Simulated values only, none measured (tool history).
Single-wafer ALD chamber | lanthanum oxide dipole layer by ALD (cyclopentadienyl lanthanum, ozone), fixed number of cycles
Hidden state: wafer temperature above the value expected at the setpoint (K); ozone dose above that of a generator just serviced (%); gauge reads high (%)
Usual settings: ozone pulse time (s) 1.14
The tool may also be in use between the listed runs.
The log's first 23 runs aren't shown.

run    hour  ozone pulse time (s)  wafers since the last listed run  hours since the last thermocouple change  hours since the last ozone generator service  hours since the showerhead was replaced  hours since the gauge calibration  read-back reference wafer on the same gauge, thickness_nm  mean film thickness on the monitor wafer (angstrom)
 24   857.3                  1.14                               327                                     541.8                                         133.7                                    463.8                              406.0                                                      0.482                                                 4.98
 25   884.6                  1.26                               356                                     569.1                                         161.0                                    491.1                              433.3                                                      0.481                                                 5.11
 26   910.1                  1.31                               332                                     594.6                                         186.5                                    516.6                              458.8                                                      0.482                                                 5.18
 27   933.5                  1.14                               305                                     618.0                                         209.9                                    540.0                              482.2                                                      0.482                                                 4.94
 28   959.6                  1.41                               340                                     644.1                                         236.0                                    566.1                              508.3                                                      0.482                                                 5.22
 29   979.3                  1.29                               257                                     663.8                                         255.7                                    585.8                              528.0                                                      0.482                                                 5.11
 30  1000.3                  0.68                               274                                     684.8                                         276.7                                    606.8                              549.0                                                      0.482                                                 3.61
 31  1024.9                  1.14                               321                                     709.4                                         301.3                                    631.4                              573.6                                                      0.482                                                 4.90

Forecast each of these 5 alternatives for the next run:
  A  1025.3                  1.57                                 5                                     709.8                                         301.7                                    631.8                              574.0                                                          ?                                                    ?
  B  1025.3                  1.00                                 5                                     709.8                                         301.7                                    631.8                              574.0                                                          ?                                                    ?
  C  1025.3                  0.72                                 5                                     709.8                                         301.7                                    631.8                              574.0                                                          ?                                                    ?
  D  1025.3                  1.49                                 5                                     709.8                                         301.7                                    631.8                              574.0                                                          ?                                                    ?
  E  1025.3                  0.87                                 5                                     709.8                                         301.7                                    631.8                              574.0                                                          ?                                                    ?

run  read-back reference wafer on the same gauge, thickness_nm  mean film thickness on the monitor wafer (angstrom)
  A                                                      0.482                                                 5.34
  B                                                      0.482                                                 4.64
  C                                                      0.482                                                 3.78
  D                                                      0.482                                                 5.29
  E                                                      0.482                                                 4.31
Without the tool's hidden state the same runs would have given:
run  mean film thickness on the monitor wafer (angstrom)
  A                                                 5.40
  B                                                 4.78
  C                                                 3.95
  D                                                 5.35
  E                                                 4.47

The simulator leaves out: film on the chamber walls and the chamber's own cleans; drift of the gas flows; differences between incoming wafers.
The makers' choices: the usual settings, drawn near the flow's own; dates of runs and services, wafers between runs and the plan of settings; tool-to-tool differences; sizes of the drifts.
